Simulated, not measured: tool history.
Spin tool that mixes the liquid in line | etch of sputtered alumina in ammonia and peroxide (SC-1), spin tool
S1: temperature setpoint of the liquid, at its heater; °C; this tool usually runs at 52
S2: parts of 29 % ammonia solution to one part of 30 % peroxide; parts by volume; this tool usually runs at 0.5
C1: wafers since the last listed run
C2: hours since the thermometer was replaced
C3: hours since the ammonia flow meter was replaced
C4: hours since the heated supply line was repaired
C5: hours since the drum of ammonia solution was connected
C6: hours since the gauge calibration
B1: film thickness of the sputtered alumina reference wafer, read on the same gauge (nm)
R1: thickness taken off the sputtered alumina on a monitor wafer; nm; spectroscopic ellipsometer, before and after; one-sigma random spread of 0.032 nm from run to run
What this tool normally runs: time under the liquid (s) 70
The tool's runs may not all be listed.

{"run": 1, "hour": 0.0, "S1": 52, "S2": 0.5, "time under the liquid (s)": 70, "C1": 0, "C2": 107.4, "C3": 466, "C4": 1794.9, "C5": 57.9, "C6": 509.2, "B1": 79.995, "R1": 3.836}
{"run": 2, "hour": 101.3, "S1": 52, "S2": 0.5, "time under the liquid (s)": 70, "C1": 778, "C2": 208.7, "C3": 567.3, "C4": 1896.2, "C5": 159.2, "C6": 610.5, "B1": 79.969, "R1": 3.765}
{"run": 3, "hour": 194.2, "S1": 52, "S2": 0.5, "time under the liquid (s)": 70, "C1": 713, "C2": 301.6, "C3": 660.2, "C4": 1989.1, "C5": 252.1, "C6": 703.4, "B1": 79.976, "R1": 3.771}
{"run": 4, "hour": 267.7, "S1": 56.5, "S2": 0.5, "time under the liquid (s)": 70, "C1": 564, "C2": 375.1, "C3": 733.7, "C4": 2062.6, "C5": 325.6, "C6": 776.9, "B1": 79.988, "R1": 4.707}
{"run": 5, "hour": 311.3, "S1": 56.5, "S2": 0.5, "time under the liquid (s)": 70, "C1": 335, "C2": 418.7, "C3": 777.3, "C4": 2106.2, "C5": 369.2, "C6": 820.5, "B1": 79.975, "R1": 4.719}
{"hour": 349.0, "done": "new drum of ammonia solution connected"}
{"run": 6, "hour": 360.3, "S1": 56.5, "S2": 0.5, "time under the liquid (s)": 70, "C1": 368, "C2": 467.7, "C3": 826.3, "C4": 2155.2, "C5": 11.3, "C6": 869.5, "B1": 79.989, "R1": 4.707}
{"run": 7, "hour": 440.8, "S1": 52, "S2": 0.5, "time under the liquid (s)": 70, "C1": 618, "C2": 548.2, "C3": 906.8, "C4": 2235.7, "C5": 91.8, "C6": 950, "B1": 80, "R1": 3.656}
{"run": 8, "hour": 510.5, "S1": 52, "S2": 0.5, "time under the liquid (s)": 70, "C1": 535, "C2": 617.9, "C3": 976.5, "C4": 2305.4, "C5": 161.5, "C6": 1019.7, "B1": 80.004, "R1": 3.654}
{"run": 9, "hour": 551.4, "S1": 52, "S2": 0.5, "time under the liquid (s)": 70, "C1": 314, "C2": 658.8, "C3": 1017.4, "C4": 2346.3, "C5": 202.4, "C6": 1060.6, "B1": 79.989, "R1": 3.637}
{"run": 10, "hour": 605.6, "S1": 52, "S2": 0.5, "time under the liquid (s)": 70, "C1": 416, "C2": 713, "C3": 1071.6, "C4": 2400.5, "C5": 256.6, "C6": 1114.8, "B1": 79.988, "R1": 3.59}
{"run": 11, "hour": 682.1, "S1": 59, "S2": 0.7, "time under the liquid (s)": 90, "C1": 587, "C2": 789.5, "C3": 1148.1, "C4": 2477, "C5": 333.1, "C6": 1191.3, "B1": 79.978, "R1": 6.983}
{"hour": 723.7, "done": "new drum of ammonia solution connected"}
{"hour": 776.5, "done": "ammonia flow meter replaced"}
{"run": 12, "hour": 782.2, "S1": 55, "S2": 0.5, "time under the liquid (s)": 50, "C1": 753, "C2": 889.6, "C3": 5.7, "C4": 2577.1, "C5": 58.5, "C6": 1291.4, "B1": 79.987, "R1": 3.025}
{"run": 13, "hour": 885.3, "S1": 62, "S2": 0.5, "time under the liquid (s)": 70, "C1": 792, "C2": 992.7, "C3": 108.8, "C4": 2680.2, "C5": 161.6, "C6": 1394.5, "B1": 79.995, "R1": 5.971}
{"hour": 902.9, "done": "heated supply line repaired"}
{"hour": 933.7, "done": "gauge calibrated"}
{"run": 14, "hour": 962.0, "S1": 52, "S2": 0.4, "time under the liquid (s)": 50, "C1": 581, "C2": 1069.4, "C3": 185.5, "C4": 59.1, "C5": 238.3, "C6": 28.3, "B1": 80.037, "R1": 2.658}
{"hour": 963.7, "done": "thermometer replaced"}
{"run": 15, "hour": 1037.9, "S1": 56.5, "S2": 0.5, "time under the liquid (s)": 70, "C1": 575, "C2": 74.2, "C3": 261.4, "C4": 135, "C5": 314.2, "C6": 104.2, "B1": 79.984, "R1": 5.155}
{"run": 16, "hour": 1105.7, "S1": 47.5, "S2": 0.5, "time under the liquid (s)": 85, "C1": 520, "C2": 142, "C3": 329.2, "C4": 202.8, "C5": 382, "C6": 172, "B1": 80.004, "R1": 3.799}
{"hour": 1146.5, "done": "new drum of ammonia solution connected"}
{"run": 17, "hour": 1178.0, "S1": 52, "S2": 0.5, "time under the liquid (s)": 70, "C1": 547, "C2": 214.3, "C3": 401.5, "C4": 275.1, "C5": 31.5, "C6": 244.3, "B1": 80.014, "R1": 4.007}
{"run": 18, "hour": 1217.7, "S1": 52, "S2": 0.65, "time under the liquid (s)": 70, "C1": 305, "C2": 254, "C3": 441.2, "C4": 314.8, "C5": 71.2, "C6": 284, "B1": 80.013, "R1": 4.138}
{"run": 19, "hour": 1313.8, "S1": 52, "S2": 0.5, "time under the liquid (s)": 70, "C1": 738, "C2": 350.1, "C3": 537.3, "C4": 410.9, "C5": 167.3, "C6": 380.1, "B1": 79.972, "R1": 3.945}
{"run": 20, "hour": 1394.1, "S1": 52, "S2": 0.5, "time under the liquid (s)": 70, "C1": 617, "C2": 430.4, "C3": 617.6, "C4": 491.2, "C5": 247.6, "C6": 460.4, "B1": 79.984, "R1": 3.905}
{"run": 21, "hour": 1501.0, "S1": 49, "S2": 0.4, "time under the liquid (s)": 105, "C1": 821, "C2": 537.3, "C3": 724.5, "C4": 598.1, "C5": 354.5, "C6": 567.3, "B1": 80.004, "R1": 4.859}

Below are 3 alternative next runs, each starting from the tool's condition after run 21. Predict each:
{"run": "A", "hour": 1501.4, "S1": 52, "S2": 0.5, "time under the liquid (s)": 70, "C1": 3, "C2": 537.7, "C3": 724.9, "C4": 598.5, "C5": 354.9, "C6": 567.7, "B1": "?", "R1": "?"}
{"run": "B", "hour": 1501.4, "S1": 52, "S2": 0.4, "time under the liquid (s)": 100, "C1": 3, "C2": 537.7, "C3": 724.9, "C4": 598.5, "C5": 354.9, "C6": 567.7, "B1": "?", "R1": "?"}
{"run": "C", "hour": 1501.4, "S1": 49, "S2": 0.3, "time under the liquid (s)": 85, "C1": 3, "C2": 537.7, "C3": 724.9, "C4": 598.5, "C5": 354.9, "C6": 567.7, "B1": "?", "R1": "?"}

run=A B1=80.007 R1=3.875
run=B B1=80.007 R1=5.419
run=C B1=80.007 R1=3.796
Without the tool's hidden state the same runs would have given:
run=A R1=4.132
run=B R1=5.779
run=C R1=4.054
